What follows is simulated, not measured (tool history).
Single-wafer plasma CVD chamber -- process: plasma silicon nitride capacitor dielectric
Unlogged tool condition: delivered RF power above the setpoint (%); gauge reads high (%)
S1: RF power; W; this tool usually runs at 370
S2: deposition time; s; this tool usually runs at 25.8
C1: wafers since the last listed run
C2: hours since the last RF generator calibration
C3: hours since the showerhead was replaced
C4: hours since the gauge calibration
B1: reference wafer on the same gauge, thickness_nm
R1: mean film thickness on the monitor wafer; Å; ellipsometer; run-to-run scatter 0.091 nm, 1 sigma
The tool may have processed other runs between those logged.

Run 1, hour 0: usual settings but S1 420 W; C1 0; C2 1204; C3 5904.3; C4 315.1; B1 35.416. Result: R1 355.17 Å.
Run 2, hour 13.9: usual settings but S1 420 W; C1 283; C2 1217.9; C3 5918.2; C4 329; B1 35.385. Result: R1 355.33 Å.
Run 3, hour 23: usual settings but S1 420 W; C1 185; C2 1227; C3 5927.3; C4 338.1; B1 35.402. Result: R1 355.18 Å.
Run 4, hour 30.2: usual settings but S2 24.6 s; C1 146; C2 1234.2; C3 5934.5; C4 345.3; B1 35.397. Result: R1 320.86 Å.
Run 5, hour 42.6: usual settings; C1 253; C2 1246.6; C3 5946.9; C4 357.7; B1 35.416. Result: R1 335.55 Å.
Run 6, hour 59: usual settings; C1 334; C2 1263; C3 5963.3; C4 374.1; B1 35.384. Result: R1 335.88 Å.
Run 7, hour 72.5: usual settings; C1 275; C2 1276.5; C3 5976.8; C4 387.6; B1 35.397. Result: R1 335.66 Å.
Run 8, hour 87.2: usual settings but S1 340 W, S2 28.1 s; C1 300; C2 1291.2; C3 5991.5; C4 402.3; B1 35.393. Result: R1 352.7 Å.
Run 9, hour 101.7: usual settings but S1 340 W, S2 28.1 s; C1 295; C2 1305.7; C3 6006; C4 416.8; B1 35.408. Result: R1 352.75 Å.
Run 10, hour 148.4: usual settings; C1 953; C2 1352.4; C3 6052.7; C4 463.5; B1 35.395. Result: R1 335.68 Å.
Run 11, hour 156.5: usual settings; C1 165; C2 1360.5; C3 6060.8; C4 471.6; B1 35.403. Result: R1 337.02 Å.
Run 12, hour 164.1: usual settings but S2 23.7 s; C1 155; C2 1368.1; C3 6068.4; C4 479.2; B1 35.395. Result: R1 308.18 Å.
Run 13, hour 175.5: usual settings but S2 23.7 s; C1 232; C2 1379.5; C3 6079.8; C4 490.6; B1 35.402. Result: R1 308.66 Å.
At hour 187.1: gauge calibrated.
At hour 194.1: RF generator calibrated.
Run 14, hour 194.6: usual settings but S2 23.7 s; C1 226; C2 0.5; C3 6098.9; C4 7.5; B1 35.428. Result: R1 317.81 Å.
Run 15, hour 208.2: usual settings; C1 277; C2 14.1; C3 6112.5; C4 21.1; B1 35.385. Result: R1 345.9 Å.
Run 16, hour 217.2: usual settings; C1 183; C2 23.1; C3 6121.5; C4 30.1; B1 35.407. Result: R1 345.88 Å.
Run 17, hour 233.9: usual settings; C1 340; C2 39.8; C3 6138.2; C4 46.8; B1 35.409. Result: R1 345.26 Å.
Run 18, hour 243.4: usual settings but S2 27.2 s; C1 193; C2 49.3; C3 6147.7; C4 56.3; B1 35.424. Result: R1 364.39 Å.
Run 19, hour 250: usual settings but S2 27.2 s; C1 134; C2 55.9; C3 6154.3; C4 62.9; B1 35.405. Result: R1 362.91 Å.
Run 20, hour 262.1: usual settings; C1 247; C2 68; C3 6166.4; C4 75; B1 35.393. Result: R1 344.67 Å.
Run 21, hour 279.7: usual settings; C1 359; C2 85.6; C3 6184; C4 92.6; B1 35.399. Result: R1 343.2 Å.
Run 22, hour 292.2: usual settings but S1 430 W, S2 21.6 s; C1 255; C2 98.1; C3 6196.5; C4 105.1; B1 35.381. Result: R1 304.44 Å.
Run 23, hour 301.1: usual settings but S2 24.2 s; C1 181; C2 107; C3 6205.4; C4 114; B1 35.406. Result: R1 322.34 Å.

Expected results for the next run?
Run 24, hour 317.5: usual settings but S1 425 W, S2 23.2 s; C1 334; C2 123.4; C3 6221.8; C4 130.4; B1 ?. Result: R1 ?.

{"run 24": {"B1": 35.4, "R1": 326.61}}
Were there no unlogged condition in the tool, this run, its random variation unchanged, would have produced R1 331.99 Å.
